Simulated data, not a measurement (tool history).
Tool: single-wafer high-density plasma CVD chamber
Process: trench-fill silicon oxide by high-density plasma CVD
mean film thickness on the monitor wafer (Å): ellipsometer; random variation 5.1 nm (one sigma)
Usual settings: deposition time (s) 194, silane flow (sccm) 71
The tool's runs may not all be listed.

run	day	deposition time (s)	silane flow (sccm)	read-back reference wafer on the same gauge, thickness_nm	mean film thickness on the monitor wafer (Å)
1	0	194	74	1160.156	15069.54
2	2.629	194	71	1160.164	14472.68
3	3.883	194	71	1160.981	14507.33
4	4.954	194	71	1160.063	14503.98
5	6.654	194	71	1159.382	14490.89
6	8.779	194	71	1160.144	14484.51
7	10.542	194	67	1161.264	13693.86
8	12.042	194	67	1158.978	13646.34
9	14.325	194	76	1160.451	15444.21
10	20.292	194	76	1160.235	15509.33
11	21.358	221	71	1161.401	16522.74
12	23.271	194	71	1159.828	14567.93
13	25.967	194	71	1160.669	13833.02
14	27.458	194	71	1159.406	13777.77
15	30.292	194	71	1159.556	13951.5
16	31.571	194	71	1159.292	14051.48
17	34.554	194	71	1159.27	14015.55
18	37.246	194	71	1160.311	14025.55
19	38.812	161	83	1160.505	13664
20	40.688	163	82	1158.839	13594.14
21	43.588	169	85	1160.292	14714.21
22	44.704	213	81	1159.803	17668.05
23	46.325	206	71	1159.967	15009.56
24	47.446	174	61	1159.002	10910.26
25	48.571	177	84	1159.351	15248.53
26	51.212	194	71	1160.609	14240.59
27	52.533	194	71	1160.378	14215.33
28	55.383	171	71	1160.263	12584.15
29	57	212	61	1160.709	13440.51
30	58.604	166	62	1160.607	10667.02
31	60.138	208	61	1159.501	13235.79
32	62.046	194	71	1159.888	14229.53
33	63.921	174	61	1160.236	10969.88
34	66.629	194	71	1159.495	14232.59
35	67.796	194	71	1160.142	14371.37
36	69.771	165	84	1159.56	14425.96
37	72.129	212	61	1158.985	13502.68

Taken out of this log: 3 entries between the listed runs. Where each belongs, and how the hidden state differs across it:
Between runs 2 and 3: gauge calibrated (day 2.638)
  delivered silane flow above the setpoint (%): 5.43 -> 5.44
  measured less the result without the state, mean film thickness on the monitor wafer (Å): +741.03 -> +744.36
Between runs 12 and 13: silane flow controller replaced (day 24.388)
  delivered silane flow above the setpoint (%): 5.59 -> 0.932
  measured less the result without the state, mean film thickness on the monitor wafer (Å): +767.11 -> +126.95
Between runs 29 and 30: gauge calibrated (day 57.433)
  delivered silane flow above the setpoint (%): 3.88 -> 3.99
  measured less the result without the state, mean film thickness on the monitor wafer (Å): +499.49 -> +406.81
